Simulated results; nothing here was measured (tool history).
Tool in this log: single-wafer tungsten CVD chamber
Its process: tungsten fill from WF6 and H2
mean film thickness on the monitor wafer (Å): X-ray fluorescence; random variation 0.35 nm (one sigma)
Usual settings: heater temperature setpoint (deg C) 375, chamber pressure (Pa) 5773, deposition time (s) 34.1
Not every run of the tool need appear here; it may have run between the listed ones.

run      day  heater temperature setpoint (deg C)  chamber pressure (Pa)  deposition time (s)  read-back reference wafer on the same gauge, thickness_nm  mean film thickness on the monitor wafer (Å)
  1    0.000                                  375                   5773                 34.1                                                     74.747                                        715.90
  2    4.054                                  375                   5773                 34.1                                                     74.725                                        715.42
       6.233  -- thermocouple changed; heater temperature recalibrated
  3    7.512                                  375                   5773                 34.1                                                     74.709                                        711.95
  4   11.975                                  375                   5773                 34.1                                                     74.682                                        716.02
  5   14.788                                  375                   6773                 34.1                                                     74.699                                        755.23
  6   19.271                                  384                   5773                 34.1                                                     74.724                                        853.35
  7   23.175                                  375                   5773                 30.7                                                     74.689                                        645.05
  8   25.425                                  375                   5773                 30.7                                                     74.693                                        647.14
      27.046  -- capacitance manometer re-zeroed and calibrated
  9   27.467                                  375                   5773                 34.1                                                     74.620                                        711.56
 10   31.442                                  375                   5773                 34.1                                                     74.664                                        719.38
 11   33.962                                  375                   5773                 34.1                                                     74.654                                        717.68
 12   37.462                                  375                   5773                 34.1                                                     74.725                                        717.11
 13   40.688                                  375                   5773                 34.1                                                     74.749                                        716.73
      41.725  -- gauge calibrated
 14   44.542                                  370                   5773                 34.1                                                     74.682                                        646.59
 15   46.646                                  375                   6599                 38.7                                                     74.726                                        855.27
 16   50.617                                  375                   4440                 34.1                                                     74.738                                        652.47
 17   54.654                                  386                   6506                 31.8                                                     74.786                                        852.75
 18   57.342                                  375                   5773                 38.6                                                     74.670                                        808.42
      61.375  -- showerhead replaced
 19   61.396                                  384                   5360                 28.0                                                     74.807                                        678.84
 20   64.017                                  375                   5773                 34.1                                                     74.660                                        718.05
      64.796  -- thermocouple changed; heater temperature recalibrated
 21   68.446                                  365                   5773                 29.9                                                     74.720                                        510.21
 22   70.408                                  375                   5773                 34.1                                                     74.661                                        712.34
 23   74.792                                  363                   6133                 34.1                                                     74.689                                        569.56
 24   79.108                                  375                   5773                 34.1                                                     74.676                                        712.61
 25   81.467                                  375                   5773                 34.1                                                     74.760                                        711.73
 26   85.908                                  375                   4666                 34.1                                                     74.710                                        667.14
 27   88.812                                  375                   5773                 27.7                                                     74.651                                        583.90
 28   90.888                                  367                   5773                 38.8                                                     74.762                                        687.82
 29   95.338                                  375                   5773                 34.1                                                     74.694                                        717.89
 30  106.908                                  375                   5773                 31.3                                                     74.682                                        657.97
 31  109.546                                  375                   6959                 34.1                                                     74.696                                        763.65
 32  111.288                                  381                   5773                 34.1                                                     74.685                                        810.02
 33  114.825                                  368                   6866                 30.5                                                     74.769                                        589.01
 34  118.775                                  365                   4920                 29.0                                                     74.726                                        464.21

The tool's hidden state at each run:
wafer temperature above the value expected at the setpoint (K): 0, the same for each run
true pressure above the setpoint (%): 0, the same for each run
gauge reads high (%): 0, the same for each run

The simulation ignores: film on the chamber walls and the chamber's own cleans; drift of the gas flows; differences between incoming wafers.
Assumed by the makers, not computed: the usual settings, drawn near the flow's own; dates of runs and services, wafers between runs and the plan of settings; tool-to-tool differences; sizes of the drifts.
